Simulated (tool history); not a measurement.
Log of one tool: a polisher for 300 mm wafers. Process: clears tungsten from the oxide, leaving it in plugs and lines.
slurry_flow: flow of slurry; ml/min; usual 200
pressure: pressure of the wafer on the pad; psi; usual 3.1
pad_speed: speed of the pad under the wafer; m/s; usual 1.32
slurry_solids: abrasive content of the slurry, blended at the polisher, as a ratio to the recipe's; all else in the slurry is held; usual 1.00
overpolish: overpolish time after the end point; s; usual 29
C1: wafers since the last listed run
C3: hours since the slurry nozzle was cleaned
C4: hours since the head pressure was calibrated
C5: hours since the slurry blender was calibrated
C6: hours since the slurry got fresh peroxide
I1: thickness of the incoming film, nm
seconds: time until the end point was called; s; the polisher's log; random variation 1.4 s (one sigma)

Run 1, day 0.000: usual settings but pressure 2.3 psi; C1 0; wafers polished on this pad 1245; C3 126.3; C4 190.2; C5 87.2; C6 191.7; I1 348.7. Result: seconds 93.3 s.
Run 2, day 1.767: usual settings but pressure 2.3 psi; C1 482; wafers polished on this pad 1727; C3 168.7; C4 232.6; C5 129.6; C6 234.1; I1 347.8. Result: seconds 90.1 s.
At day 3.804: slurry tank refilled with fresh slurry and peroxide.
At day 6.417: worn pad replaced by a new one.
At day 7.875: head pressure recalibrated.
Run 3, day 10.158: usual settings but overpolish 34 s; C1 2210; wafers polished on this pad 998; C3 370.1; C4 54.8; C5 331.0; C6 152.5; I1 347.6. Result: seconds 76.2 s.
At day 12.458: slurry blender recalibrated.
At day 12.462: slurry nozzle cleaned.
Run 4, day 13.558: usual settings but overpolish 34 s; C1 904; wafers polished on this pad 1902; C3 26.3; C4 136.4; C5 26.4; C6 234.1; I1 344.3. Result: seconds 74.0 s.
At day 15.188: slurry tank refilled with fresh slurry and peroxide.
Run 5, day 15.862: usual settings but overpolish 34 s; C1 617; wafers polished on this pad 2519; C3 81.6; C4 191.7; C5 81.7; C6 16.2; I1 349.4. Result: seconds 73.1 s.
At day 17.912: worn pad replaced by a new one.
Run 6, day 18.050: usual settings but slurry_solids 1.20; C1 551; wafers polished on this pad 37; C3 134.1; C4 244.2; C5 134.2; C6 68.7; I1 346.1. Result: seconds 67.8 s.
At day 24.000: head pressure recalibrated.
At day 24.658: slurry tank refilled with fresh slurry and peroxide.
Run 7, day 25.304: usual settings but slurry_solids 1.20; C1 1945; wafers polished on this pad 1982; C3 308.2; C4 31.3; C5 308.3; C6 15.5; I1 345.7. Result: seconds 72.1 s.
Run 8, day 27.817: usual settings but slurry_flow 150 ml/min, pad_speed 1.02 m/s, slurry_solids 1.15, overpolish 34 s; C1 685; wafers polished on this pad 2668; C3 368.5; C4 91.6; C5 368.6; C6 75.8; I1 348.0. Result: seconds 91.5 s.
At day 28.029: slurry nozzle cleaned.
At day 28.167: worn pad replaced by a new one.
At day 28.988: slurry blender recalibrated.
Run 9, day 30.579: usual settings; C1 681; wafers polished on this pad 635; C3 61.2; C4 157.9; C5 38.2; C6 142.1; I1 345.2. Result: seconds 72.6 s.
Run 10, day 33.646: usual settings but slurry_flow 140 ml/min, pressure 2.2 psi, pad_speed 0.94 m/s, slurry_solids 1.10; C1 836; wafers polished on this pad 1471; C3 134.8; C4 231.5; C5 111.8; C6 215.7; I1 346.4. Result: seconds 134.8 s.
At day 33.762: slurry tank refilled with fresh slurry and peroxide.
Run 11, day 37.817: usual settings but pad_speed 1.00 m/s; C1 1126; wafers polished on this pad 2598; C3 234.9; C4 331.6; C5 211.9; C6 97.3; I1 349.2. Result: seconds 92.0 s.
At day 38.550: worn pad replaced by a new one.
At day 40.392: head pressure recalibrated.
Run 12, day 41.112: usual settings but slurry_flow 245 ml/min, pressure 4.1 psi; C1 831; wafers polished on this pad 676; C3 314.0; C4 17.3; C5 291.0; C6 176.4; I1 347.4. Result: seconds 59.5 s.
At day 44.479: slurry tank refilled with fresh slurry and peroxide.
Run 13, day 45.104: usual settings but pad_speed 1.60 m/s, slurry_solids 1.20, overpolish 13 s; C1 1077; wafers polished on this pad 1754; C3 409.8; C4 113.1; C5 386.8; C6 15.0; I1 351.7. Result: seconds 60.7 s.
At day 45.438: slurry blender recalibrated.
At day 46.133: slurry nozzle cleaned.
At day 47.712: worn pad replaced by a new one.
Run 14, day 48.554: usual settings but slurry_flow 140 ml/min, slurry_solids 1.15; C1 861; wafers polished on this pad 229; C3 58.1; C4 195.9; C5 74.8; C6 97.8; I1 352.8. Result: seconds 71.5 s.
Run 15, day 51.858: usual settings; C1 901; wafers polished on this pad 1131; C3 137.4; C4 275.2; C5 154.1; C6 177.1; I1 343.4. Result: seconds 68.7 s.

Forecast each of these 5 alternatives for the next run:
Run A, day 51.875: usual settings but pad_speed 1.76 m/s; C1 4; wafers polished on this pad 1135; C3 137.8; C4 275.6; C5 154.5; C6 177.5; I1 350.2. Result: seconds ?.
Run B, day 51.875: usual settings but pad_speed 1.02 m/s; C1 4; wafers polished on this pad 1135; C3 137.8; C4 275.6; C5 154.5; C6 177.5; I1 350.2. Result: seconds ?.
Run C, day 51.875: usual settings but slurry_flow 130 ml/min, pressure 4.2 psi, pad_speed 1.54 m/s; C1 4; wafers polished on this pad 1135; C3 137.8; C4 275.6; C5 154.5; C6 177.5; I1 350.2. Result: seconds ?.
Run D, day 51.875: usual settings but slurry_flow 255 ml/min, overpolish 22 s; C1 4; wafers polished on this pad 1135; C3 137.8; C4 275.6; C5 154.5; C6 177.5; I1 350.2. Result: seconds ?.
Run E, day 51.875: usual settings but slurry_solids 1.10; C1 4; wafers polished on this pad 1135; C3 137.8; C4 275.6; C5 154.5; C6 177.5; I1 350.2. Result: seconds ?.

run  seconds
  A     55.0
  B     94.9
  C     49.6
  D     71.7
  E     71.2
Without the tool's hidden state the same runs would have given:
run  seconds
  A     58.2
  B    100.4
  C     52.4
  D     75.8
  E     75.3
